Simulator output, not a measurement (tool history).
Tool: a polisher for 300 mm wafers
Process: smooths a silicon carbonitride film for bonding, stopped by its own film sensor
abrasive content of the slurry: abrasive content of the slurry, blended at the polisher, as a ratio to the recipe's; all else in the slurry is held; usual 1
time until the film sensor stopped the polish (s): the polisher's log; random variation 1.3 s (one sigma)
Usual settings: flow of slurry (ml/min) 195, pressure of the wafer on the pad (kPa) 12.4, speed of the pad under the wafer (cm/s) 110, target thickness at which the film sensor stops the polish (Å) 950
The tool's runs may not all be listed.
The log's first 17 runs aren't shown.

run,hour,flow of slurry (ml/min),pressure of the wafer on the pad (kPa),speed of the pad under the wafer (cm/s),abrasive content of the slurry,target thickness at which the film sensor stops the polish (Å),wafers since the last listed run,wafers polished on this pad,hours since the slurry nozzle was cleaned,hours since the head pressure was calibrated,hours since the slurry blender was calibrated,"incoming thickness of the incoming film, nm",time until the film sensor stopped the polish (s)
18,215.4,195,15.9,110,0.85,950,126,520,162.2,124.4,167.4,108.8,55.4
# hour 222.9: slurry blender recalibrated
19,223.4,195,12.4,110,1,950,68,589,170.2,132.4,0.5,109.3,62.6
20,238.2,160,12.4,110,1,970,170,759,185,147.2,15.3,110.4,61.1
21,246.4,215,12.4,134,1,1000,94,853,193.2,155.4,23.5,109.7,36.9
22,259,170,12.4,110,1.2,950,144,998,205.8,168,36.1,111.3,67.7
# hour 274.2: worn pad replaced by a new one
23,274.7,195,12.4,110,1,940,134,6,221.5,183.7,51.8,110.8,76.6
24,284.1,265,13.8,92,1,950,108,114,230.9,193.1,61.2,111.2,70.5
25,295.3,195,13.8,146,1,950,128,243,242.1,204.3,72.4,109.4,49.7
# hour 308.3: slurry nozzle cleaned
26,310.1,240,10.3,110,0.7,950,158,401,1.8,219.1,87.2,109.3,85.9
27,327.2,125,12.4,110,1,950,196,598,18.9,236.2,104.3,109.5,68.3
28,334.9,195,12.4,110,1,950,88,687,26.6,243.9,112,109.8,65.1
29,345.8,195,8.3,110,1,930,125,812,37.5,254.8,122.9,109.4,114.9
30,363.7,135,12.4,84,0.7,950,205,1018,55.4,272.7,140.8,108.4,90.8

4 ways to go on from here, each from the tool as it stands after run 30. What would each give?
A,364.1,195,12.4,90,1,950,4,1022,55.8,273.1,141.2,110.1,?
B,364.1,255,13.8,146,1,950,4,1022,55.8,273.1,141.2,110.1,?
C,364.1,225,14.5,74,1,900,4,1022,55.8,273.1,141.2,110.1,?
D,364.1,250,12.4,124,1,950,4,1022,55.8,273.1,141.2,110.1,?

run,time until the film sensor stopped the polish (s)
A,78.3
B,50
C,98.8
D,62
Without the tool's hidden state the same runs would have given:
run,time until the film sensor stopped the polish (s)
A,74.6
B,47.6
C,94.2
D,59.1
